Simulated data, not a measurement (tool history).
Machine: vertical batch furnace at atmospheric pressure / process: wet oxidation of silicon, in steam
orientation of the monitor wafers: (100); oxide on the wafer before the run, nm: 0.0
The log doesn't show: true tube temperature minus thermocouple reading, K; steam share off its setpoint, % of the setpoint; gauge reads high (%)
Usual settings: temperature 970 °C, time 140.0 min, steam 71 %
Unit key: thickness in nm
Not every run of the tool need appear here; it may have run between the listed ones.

| run | day | temperature | time | steam | wafers since the last listed run | hours since the last temperature calibration | hours since the steam generator was serviced | hours since the gauge calibration | read-back reference wafer on the same gauge, thickness | thickness |
|---|---|---|---|---|---|---|---|---|---|---|
| 1 | 0.000 | 970 | 140.0 | 71 | 0 | 2861.7 | 3553.6 | 158.3 | 550.16 | 484.46 |
| 2 | 0.692 | 970 | 140.0 | 71 | 245 | 2878.3 | 3570.2 | 174.9 | 549.72 | 484.05 |
| 3 | 1.992 | 970 | 140.0 | 71 | 460 | 2909.5 | 3601.4 | 206.1 | 548.85 | 484.80 |
| 4 | 3.079 | 970 | 140.0 | 71 | 385 | 2935.6 | 3627.5 | 232.2 | 547.95 | 481.06 |
| 5 | 3.621 | 970 | 140.0 | 71 | 191 | 2948.6 | 3640.5 | 245.2 | 548.01 | 480.79 |
| 6 | 4.750 | 970 | 140.0 | 71 | 400 | 2975.7 | 3667.6 | 272.3 | 546.93 | 481.10 |
| 7 | 6.133 | 970 | 140.0 | 71 | 490 | 3008.9 | 3700.8 | 305.5 | 546.66 | 480.73 |
| 8 | 7.500 | 970 | 95.5 | 71 | 484 | 3041.7 | 3733.6 | 338.3 | 546.02 | 365.72 |
| 9 | 8.300 | 970 | 95.5 | 71 | 283 | 3060.9 | 3752.8 | 357.5 | 545.54 | 364.38 |
| 10 | 8.917 | 970 | 140.0 | 71 | 218 | 3075.7 | 3767.6 | 372.3 | 545.26 | 479.35 |
| 11 | 10.362 | 970 | 140.0 | 71 | 512 | 3110.4 | 3802.3 | 407.0 | 544.50 | 480.07 |
| 12 | 10.954 | 970 | 140.0 | 71 | 209 | 3124.6 | 3816.5 | 421.2 | 544.03 | 478.35 |
|  | 11.254 | gauge calibrated |
|  | 12.338 | steam generator serviced |
| 13 | 12.358 | 970 | 140.0 | 71 | 143 | 3158.3 | 0.5 | 26.5 | 552.82 | 488.34 |
| 14 | 12.588 | 970 | 140.0 | 71 | 81 | 3163.8 | 6.0 | 32.0 | 552.74 | 488.24 |
| 15 | 13.771 | 958 | 140.0 | 71 | 419 | 3192.2 | 34.4 | 60.4 | 552.53 | 441.68 |
| 16 | 14.292 | 994 | 72.5 | 71 | 184 | 3204.7 | 46.9 | 72.9 | 551.92 | 367.87 |
| 17 | 14.867 | 970 | 140.0 | 71 | 203 | 3218.5 | 60.7 | 86.7 | 551.71 | 485.74 |
| 18 | 15.783 | 970 | 140.0 | 71 | 324 | 3240.5 | 82.7 | 108.7 | 551.02 | 484.92 |
| 19 | 16.362 | 950 | 140.0 | 67 | 205 | 3254.4 | 96.6 | 122.6 | 550.71 | 394.68 |
|  | 18.288 | thermocouples replaced and temperature profile calibrated |
| 20 | 18.308 | 982 | 140.0 | 71 | 335 | 0.5 | 143.3 | 169.3 | 549.81 | 527.05 |
| 21 | 18.767 | 970 | 140.0 | 79 | 162 | 11.5 | 154.3 | 180.3 | 549.46 | 518.45 |
| 22 | 19.838 | 970 | 90.0 | 71 | 379 | 37.2 | 180.0 | 206.0 | 548.67 | 353.38 |
| 23 | 20.750 | 970 | 140.0 | 71 | 323 | 59.1 | 201.9 | 227.9 | 548.61 | 483.03 |
| 24 | 21.646 | 970 | 140.0 | 62 | 317 | 80.6 | 223.4 | 249.4 | 547.91 | 437.05 |
| 25 | 23.104 | 970 | 182.0 | 71 | 516 | 115.6 | 258.4 | 284.4 | 547.05 | 576.59 |
| 26 | 24.196 | 992 | 140.0 | 81 | 386 | 141.8 | 284.6 | 310.6 | 546.48 | 611.56 |
| 27 | 24.850 | 994 | 159.0 | 63 | 231 | 157.5 | 300.3 | 326.3 | 546.18 | 569.32 |
| 28 | 25.812 | 947 | 190.5 | 64 | 340 | 180.6 | 323.4 | 349.4 | 545.93 | 461.18 |

Here are 3 independent what-if runs from the current tool condition. What would each one return?
| A | 26.046 | 970 | 167.0 | 71 | 82 | 186.2 | 329.0 | 355.0 | ? | ? |
| B | 26.046 | 959 | 140.0 | 77 | 82 | 186.2 | 329.0 | 355.0 | ? | ? |
| C | 26.046 | 990 | 140.0 | 71 | 82 | 186.2 | 329.0 | 355.0 | ? | ? |

| run | read-back reference wafer on the same gauge, thickness | thickness |
|---|---|---|
| A | 545.85 | 543.87 |
| B | 545.85 | 467.69 |
| C | 545.85 | 555.71 |
With no hidden state in the tool, these same runs would have given:
| run | thickness |
|---|---|
| A | 551.27 |
| B | 474.05 |
| C | 563.27 |
